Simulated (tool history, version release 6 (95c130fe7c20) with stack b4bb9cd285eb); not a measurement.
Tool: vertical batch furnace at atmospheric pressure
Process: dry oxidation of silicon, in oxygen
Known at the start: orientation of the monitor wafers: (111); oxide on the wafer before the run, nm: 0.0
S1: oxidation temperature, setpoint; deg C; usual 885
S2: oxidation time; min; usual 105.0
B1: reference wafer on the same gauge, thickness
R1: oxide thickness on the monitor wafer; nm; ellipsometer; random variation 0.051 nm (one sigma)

| run | hour | S1 | S2 | B1 | R1 |
|---|---|---|---|---|---|
| 1 | 0.0 | 885 | 105.0 | 36.91 | 36.04 |
| 2 | 17.1 | 885 | 105.0 | 36.88 | 36.11 |
| 3 | 37.3 | 885 | 105.0 | 36.91 | 36.15 |
| 4 | 54.7 | 885 | 105.0 | 36.90 | 36.15 |
|  | 121.1 | thermocouples replaced and temperature profile calibrated |
| 5 | 121.6 | 885 | 105.0 | 36.92 | 34.31 |
| 6 | 127.6 | 890 | 140.0 | 36.90 | 44.08 |
| 7 | 136.8 | 885 | 88.0 | 36.91 | 30.34 |
|  | 171.5 | boat lift adjusted |
| 8 | 172.0 | 885 | 105.0 | 36.91 | 34.34 |
| 9 | 178.0 | 875 | 76.5 | 36.91 | 24.81 |
| 10 | 190.6 | 868 | 79.0 | 36.90 | 23.59 |
|  | 193.5 | gauge calibrated |
| 11 | 215.4 | 885 | 105.0 | 36.89 | 34.51 |
| 12 | 232.5 | 866 | 155.0 | 36.91 | 36.99 |
| 13 | 245.1 | 871 | 152.5 | 36.91 | 38.71 |
| 14 | 255.9 | 885 | 61.0 | 36.91 | 23.68 |

Forecast each of these 3 alternatives for the next run:
| A | 262.1 | 885 | 105.0 | ? | ? |
| B | 262.1 | 874 | 138.0 | ? | ? |
| C | 262.1 | 902 | 73.5 | ? | ? |

| run | B1 | R1 |
|---|---|---|
| A | 36.90 | 34.54 |
| B | 36.90 | 37.22 |
| C | 36.90 | 32.09 |
Without the tool's hidden state the same runs would have given:
| run | R1 |
|---|---|
| A | 34.09 |
| B | 36.72 |
| C | 31.68 |
